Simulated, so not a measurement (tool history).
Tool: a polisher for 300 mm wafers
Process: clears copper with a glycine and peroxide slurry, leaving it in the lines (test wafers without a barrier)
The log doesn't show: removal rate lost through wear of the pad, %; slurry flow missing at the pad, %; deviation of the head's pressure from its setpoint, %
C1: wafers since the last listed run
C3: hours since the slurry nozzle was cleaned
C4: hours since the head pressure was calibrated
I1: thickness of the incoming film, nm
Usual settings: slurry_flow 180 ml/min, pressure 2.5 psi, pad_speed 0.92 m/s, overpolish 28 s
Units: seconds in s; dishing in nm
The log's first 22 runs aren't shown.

At hour 553.4: worn pad replaced by a new one.
Run 23, hour 556: usual settings but slurry_flow 150 ml/min, pad_speed 0.7 m/s; C1 115; wafers polished on this pad 26; C3 237.1; C4 1411.5; I1 392.8. Result: seconds 124.8 s, dishing 49.9 nm.
At hour 574.4: head pressure recalibrated.
Run 24, hour 588.5: usual settings; C1 310; wafers polished on this pad 336; C3 269.6; C4 14.1; I1 394.8. Result: seconds 106.3 s, dishing 53.9 nm.
Run 25, hour 621.5: usual settings but slurry_flow 215 ml/min, pressure 2.1 psi; C1 335; wafers polished on this pad 672; C3 302.6; C4 47.1; I1 396.1. Result: seconds 114.9 s, dishing 52.2 nm.
Run 26, hour 645.2: usual settings but slurry_flow 230 ml/min, overpolish 11 s; C1 241; wafers polished on this pad 913; C3 326.3; C4 70.8; I1 403.2. Result: seconds 106.9 s, dishing 27.3 nm.
Run 27, hour 674.3: usual settings but pressure 3.1 psi, overpolish 39 s; C1 296; wafers polished on this pad 1210; C3 355.4; C4 99.9; I1 390.2. Result: seconds 95 s, dishing 68.5 nm.
Run 28, hour 695.8: usual settings; C1 218; wafers polished on this pad 1428; C3 376.9; C4 121.4; I1 394.3. Result: seconds 111.5 s, dishing 52.5 nm.
Run 29, hour 725.5: usual settings but overpolish 37 s; C1 302; wafers polished on this pad 1731; C3 406.6; C4 151.1; I1 397.4. Result: seconds 114.3 s, dishing 61.7 nm.
At hour 738.6: slurry nozzle cleaned.
At hour 746: worn pad replaced by a new one.
Run 30, hour 801.8: usual settings but slurry_flow 200 ml/min, pressure 2.2 psi, pad_speed 0.64 m/s, overpolish 34 s; C1 725; wafers polished on this pad 568; C3 63.2; C4 227.4; I1 393.7. Result: seconds 144.9 s, dishing 50.1 nm.
Run 31, hour 824.8: usual settings but slurry_flow 160 ml/min, pressure 3.2 psi, overpolish 22 s; C1 234; wafers polished on this pad 802; C3 86.2; C4 250.4; I1 388. Result: seconds 89.9 s, dishing 51.5 nm.
Run 32, hour 837.9: usual settings; C1 133; wafers polished on this pad 935; C3 99.3; C4 263.5; I1 397.9. Result: seconds 106.7 s, dishing 54.6 nm.
Run 33, hour 869.4: usual settings but slurry_flow 145 ml/min, overpolish 39 s; C1 320; wafers polished on this pad 1256; C3 130.8; C4 295; I1 397.4. Result: seconds 110.7 s, dishing 64.8 nm.
Run 34, hour 894.6: usual settings but pressure 2.1 psi, pad_speed 1.16 m/s, overpolish 43 s; C1 256; wafers polished on this pad 1512; C3 156; C4 320.2; I1 396.7. Result: seconds 102.3 s, dishing 69.4 nm.
Run 35, hour 924.6: usual settings but pad_speed 1.18 m/s, overpolish 35 s; C1 305; wafers polished on this pad 1818; C3 186; C4 350.2; I1 394.3. Result: seconds 92.2 s, dishing 65.1 nm.

3 ways to go on from here, each from the tool as it stands after run 35. What would each give?
Run A, hour 925.1: usual settings; C1 5; wafers polished on this pad 1823; C3 186.5; C4 350.7; I1 394.2. Result: seconds ?, dishing ?.
Run B, hour 925.1: usual settings but pad_speed 0.78 m/s; C1 5; wafers polished on this pad 1823; C3 186.5; C4 350.7; I1 394.2. Result: seconds ?, dishing ?.
Run C, hour 925.1: usual settings but slurry_flow 130 ml/min, pad_speed 0.74 m/s; C1 5; wafers polished on this pad 1823; C3 186.5; C4 350.7; I1 394.2. Result: seconds ?, dishing ?.

run  seconds  dishing
  A    111.7     51.2
  B    127.2     47.4
  C    136.3     45.3
Without the tool's hidden state the same runs would have given:
run  seconds  dishing
  A    103.1     53.9
  B    117.2     50.1
  C    125.7     47.9
